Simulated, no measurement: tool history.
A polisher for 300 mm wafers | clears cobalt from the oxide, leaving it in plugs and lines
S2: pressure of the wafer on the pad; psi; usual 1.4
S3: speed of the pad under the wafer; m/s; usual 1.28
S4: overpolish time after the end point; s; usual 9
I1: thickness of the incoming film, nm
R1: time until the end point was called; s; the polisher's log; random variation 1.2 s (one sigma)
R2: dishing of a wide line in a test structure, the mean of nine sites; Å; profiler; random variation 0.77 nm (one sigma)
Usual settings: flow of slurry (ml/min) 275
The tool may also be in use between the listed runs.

run 1 day=0 | flow_of_slurry_(ml/min)=275 S2=1.4 S3=1.28 S4=9 | I1=319.8 | R1=79 R2=318
run 2 day=1.979 | flow_of_slurry_(ml/min)=275 S2=1.4 S3=1.28 S4=9 | I1=322 | R1=78.1 R2=327
run 3 day=3.55 | flow_of_slurry_(ml/min)=275 S2=1.4 S3=1.28 S4=9 | I1=316.5 | R1=77.1 R2=324
run 4 day=5.35 | flow_of_slurry_(ml/min)=275 S2=1.4 S3=1.28 S4=9 | I1=320.2 | R1=79.5 R2=319
-- day=6.925 worn pad replaced by a new one
run 5 day=7.175 | flow_of_slurry_(ml/min)=275 S2=1.4 S3=1.28 S4=9 | I1=324.6 | R1=79 R2=335
run 6 day=8.35 | flow_of_slurry_(ml/min)=275 S2=1.4 S3=1.28 S4=9 | I1=313.6 | R1=77.1 R2=311
-- day=10.233 head pressure recalibrated
run 7 day=10.254 | flow_of_slurry_(ml/min)=275 S2=1.4 S3=1.28 S4=9 | I1=320.6 | R1=69 R2=354
-- day=11.158 slurry nozzle cleaned
run 8 day=11.7 | flow_of_slurry_(ml/min)=275 S2=1.4 S3=1.28 S4=9 | I1=321.8 | R1=74 R2=345
run 9 day=14.504 | flow_of_slurry_(ml/min)=275 S2=1.4 S3=1.28 S4=9 | I1=319.8 | R1=75.1 R2=328
run 10 day=16.421 | flow_of_slurry_(ml/min)=275 S2=1.8 S3=1.28 S4=9 | I1=319.1 | R1=60.5 R2=377
run 11 day=19.362 | flow_of_slurry_(ml/min)=275 S2=1.8 S3=1.28 S4=9 | I1=317.1 | R1=59.3 R2=389
run 12 day=24.642 | flow_of_slurry_(ml/min)=350 S2=1.6 S3=1.52 S4=9 | I1=315 | R1=54.4 R2=400
run 13 day=26.275 | flow_of_slurry_(ml/min)=275 S2=1.4 S3=1.28 S4=9 | I1=326.7 | R1=81.2 R2=324
run 14 day=27.504 | flow_of_slurry_(ml/min)=275 S2=0.9 S3=1.28 S4=9 | I1=320.4 | R1=118.3 R2=232
-- day=28.796 worn pad replaced by a new one
run 15 day=28.888 | flow_of_slurry_(ml/min)=275 S2=1.8 S3=0.86 S4=9 | I1=316.8 | R1=91.3 R2=289
-- day=30.65 slurry nozzle cleaned
run 16 day=30.833 | flow_of_slurry_(ml/min)=320 S2=1.6 S3=1.28 S4=6 | I1=324.3 | R1=69 R2=261
run 17 day=33.267 | flow_of_slurry_(ml/min)=275 S2=1.4 S3=1.28 S4=5 | I1=322.2 | R1=78.6 R2=196
-- day=35.046 head pressure recalibrated
run 18 day=41.592 | flow_of_slurry_(ml/min)=275 S2=1.7 S3=1.28 S4=9 | I1=313.3 | R1=61.4 R2=386
run 19 day=42.829 | flow_of_slurry_(ml/min)=330 S2=1.8 S3=1.28 S4=6 | I1=318.1 | R1=58.7 R2=291
run 20 day=45.425 | flow_of_slurry_(ml/min)=275 S2=1.4 S3=1.28 S4=9 | I1=318 | R1=77.8 R2=314
run 21 day=47.254 | flow_of_slurry_(ml/min)=215 S2=1 S3=0.98 S4=14 | I1=321.5 | R1=145.7 R2=275
run 22 day=48.675 | flow_of_slurry_(ml/min)=180 S2=1.4 S3=1.28 S4=13 | I1=323.3 | R1=83.8 R2=406
-- day=50.404 worn pad replaced by a new one
run 23 day=51.438 | flow_of_slurry_(ml/min)=205 S2=1 S3=1.28 S4=9 | I1=323.6 | R1=110.5 R2=255
run 24 day=53.738 | flow_of_slurry_(ml/min)=275 S2=1.8 S3=1.12 S4=9 | I1=320.2 | R1=72 R2=344
-- day=53.888 slurry nozzle cleaned
-- day=55.954 head pressure recalibrated
run 25 day=56.438 | flow_of_slurry_(ml/min)=275 S2=1.4 S3=1.28 S4=9 | I1=326 | R1=72.5 R2=336
run 26 day=58.279 | flow_of_slurry_(ml/min)=340 S2=1.4 S3=1.28 S4=6 | I1=320.6 | R1=73.3 R2=247
run 27 day=66.238 | flow_of_slurry_(ml/min)=275 S2=1.4 S3=1.28 S4=9 | I1=314.5 | R1=76.7 R2=314
run 28 day=69.05 | flow_of_slurry_(ml/min)=245 S2=1.4 S3=1.28 S4=9 | I1=320.9 | R1=79.1 R2=313
run 29 day=70.892 | flow_of_slurry_(ml/min)=275 S2=1.4 S3=1.28 S4=9 | I1=325.9 | R1=79.2 R2=305
run 30 day=73.688 | flow_of_slurry_(ml/min)=345 S2=1.4 S3=1.28 S4=9 | I1=322.6 | R1=78.5 R2=316
-- day=74 worn pad replaced by a new one
-- day=74.3 slurry nozzle cleaned
-- day=75.925 head pressure recalibrated
run 31 day=75.95 | flow_of_slurry_(ml/min)=195 S2=1.4 S3=1.64 S4=9 | I1=321.6 | R1=56.2 R2=402
run 32 day=77.338 | flow_of_slurry_(ml/min)=190 S2=1 S3=1.14 S4=12 | I1=322.1 | R1=112.2 R2=308
run 33 day=78.454 | flow_of_slurry_(ml/min)=310 S2=1.4 S3=1.68 S4=9 | I1=323.3 | R1=54.6 R2=386
run 34 day=83.254 | flow_of_slurry_(ml/min)=275 S2=1.4 S3=1.28 S4=6 | I1=322.1 | R1=75.9 R2=240

The same runs without the tool's hidden state, with the same run-to-run variation:
The hidden state here: removal rate lost through wear of the pad, %; slurry flow missing at the pad, %; deviation of the head's pressure from its setpoint, %.
run=1 R1=73.1 R2=336
run=2 R1=71.6 R2=349
run=3 R1=70.3 R2=346
run=4 R1=72.1 R2=342
run=5 R1=71.3 R2=361
run=6 R1=69.5 R2=336
run=7 R1=69.2 R2=353
run=8 R1=72.7 R2=350
run=9 R1=71.5 R2=339
run=10 R1=56.7 R2=394
run=11 R1=54.5 R2=411
run=12 R1=49.1 R2=428
run=13 R1=72.9 R2=350
run=14 R1=106 R2=254
run=15 R1=81.7 R2=315
run=16 R1=61.5 R2=285
run=17 R1=69.9 R2=217
run=18 R1=56.6 R2=408
run=19 R1=53.7 R2=311
run=20 R1=70.2 R2=338
run=21 R1=130.5 R2=299
run=22 R1=74.7 R2=437
run=23 R1=97.9 R2=281
run=24 R1=63.5 R2=375
run=25 R1=71.1 R2=341
run=26 R1=70 R2=256
run=27 R1=69 R2=340
run=28 R1=70.4 R2=341
run=29 R1=70.1 R2=334
run=30 R1=69.1 R2=346
run=31 R1=56.1 R2=403
run=32 R1=109.8 R2=313
run=33 R1=52.7 R2=395
run=34 R1=70.2 R2=256
